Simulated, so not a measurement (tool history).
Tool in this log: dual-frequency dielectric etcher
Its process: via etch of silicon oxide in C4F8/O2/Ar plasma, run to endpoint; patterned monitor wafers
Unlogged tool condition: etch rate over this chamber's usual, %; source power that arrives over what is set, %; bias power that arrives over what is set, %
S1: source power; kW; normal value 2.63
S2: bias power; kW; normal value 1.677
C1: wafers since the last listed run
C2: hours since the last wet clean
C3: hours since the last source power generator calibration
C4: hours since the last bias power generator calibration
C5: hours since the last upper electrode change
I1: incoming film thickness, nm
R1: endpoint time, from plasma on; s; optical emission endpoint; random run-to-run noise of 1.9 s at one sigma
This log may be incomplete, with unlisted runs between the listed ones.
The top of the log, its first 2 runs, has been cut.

run 3 hour=51 | S1=2.63 S2=1.973 | C1=137 C2=247 C3=2814 C4=2552.4 C5=3686.8 | I1=1192.7 | R1=230.6
run 4 hour=154.4 | S1=2.63 S2=1.973 | C1=478 C2=350.4 C3=2917.4 C4=2655.8 C5=3790.2 | I1=1193.7 | R1=229.1
run 5 hour=188.8 | S1=2.63 S2=1.677 | C1=159 C2=384.8 C3=2951.8 C4=2690.2 C5=3824.6 | I1=1190.3 | R1=239.4
run 6 hour=202.2 | S1=2.63 S2=1.677 | C1=62 C2=398.2 C3=2965.2 C4=2703.6 C5=3838 | I1=1183.7 | R1=241.6
run 7 hour=233 | S1=2.63 S2=1.677 | C1=142 C2=429 C3=2996 C4=2734.4 C5=3868.8 | I1=1179.7 | R1=241.1
run 8 hour=254.9 | S1=2.63 S2=1.677 | C1=101 C2=450.9 C3=3017.9 C4=2756.3 C5=3890.7 | I1=1173.3 | R1=241.4
run 9 hour=289.6 | S1=2.63 S2=1.677 | C1=160 C2=485.6 C3=3052.6 C4=2791 C5=3925.4 | I1=1193 | R1=244.2
run 10 hour=302.7 | S1=2.63 S2=1.677 | C1=60 C2=498.7 C3=3065.7 C4=2804.1 C5=3938.5 | I1=1182.7 | R1=241.1
run 11 hour=321.8 | S1=2.63 S2=1.677 | C1=88 C2=517.8 C3=3084.8 C4=2823.2 C5=3957.6 | I1=1185.5 | R1=241.6
-- hour=348.8 bias power generator calibrated
-- hour=360.5 source power generator calibrated
run 12 hour=361 | S1=2.63 S2=1.677 | C1=144 C2=557 C3=0.5 C4=12.2 C5=3996.8 | I1=1191.5 | R1=245.4
-- hour=389.8 wet clean of the chamber
run 13 hour=390.3 | S1=3.12 S2=1.677 | C1=24 C2=0.5 C3=29.8 C4=41.5 C5=4026.1 | I1=1201.7 | R1=237.3
run 14 hour=399.8 | S1=3.12 S2=1.677 | C1=43 C2=10 C3=39.3 C4=51 C5=4035.6 | I1=1186.3 | R1=233.7
run 15 hour=413 | S1=3.12 S2=1.677 | C1=61 C2=23.2 C3=52.5 C4=64.2 C5=4048.8 | I1=1194.3 | R1=234.7
run 16 hour=475.9 | S1=2.63 S2=1.677 | C1=291 C2=86.1 C3=115.4 C4=127.1 C5=4111.7 | I1=1185.2 | R1=249.2
run 17 hour=505.2 | S1=2.63 S2=1.677 | C1=135 C2=115.4 C3=144.7 C4=156.4 C5=4141 | I1=1194.3 | R1=252.5
-- hour=553.1 wet clean of the chamber, repeated, since the last time left the tool worse
run 18 hour=553.6 | S1=2.98 S2=1.948 | C1=112 C2=0.5 C3=193.1 C4=204.8 C5=4189.4 | I1=1180.1 | R1=212.7
run 19 hour=560.3 | S1=2.63 S2=1.677 | C1=31 C2=7.2 C3=199.8 C4=211.5 C5=4196.1 | I1=1194.3 | R1=233.3
run 20 hour=585.9 | S1=2.14 S2=1.784 | C1=118 C2=32.8 C3=225.4 C4=237.1 C5=4221.7 | I1=1182.9 | R1=245
run 21 hour=605.4 | S1=2.63 S2=1.677 | C1=90 C2=52.3 C3=244.9 C4=256.6 C5=4241.2 | I1=1180.2 | R1=232.1
run 22 hour=632.7 | S1=2.14 S2=1.428 | C1=126 C2=79.6 C3=272.2 C4=283.9 C5=4268.5 | I1=1191.9 | R1=266.8
run 23 hour=650.3 | S1=1.99 S2=1.467 | C1=81 C2=97.2 C3=289.8 C4=301.5 C5=4286.1 | I1=1187 | R1=265
run 24 hour=678.7 | S1=2.63 S2=1.509 | C1=131 C2=125.6 C3=318.2 C4=329.9 C5=4314.5 | I1=1190.6 | R1=238.9
run 25 hour=695.3 | S1=3.02 S2=1.561 | C1=76 C2=142.2 C3=334.8 C4=346.5 C5=4331.1 | I1=1189.5 | R1=226.7

Forecast run 26:
-- hour=735.1 upper electrode replaced
run 26 hour=735.6 | S1=2.63 S2=1.677 | C1=75 C2=182.5 C3=375.1 C4=386.8 C5=0.5 | I1=1193.4 | R1=?

R1: 238.4 s
Were there no unlogged condition in the tool, this run, its random variation unchanged, would have produced R1 236.8 s.
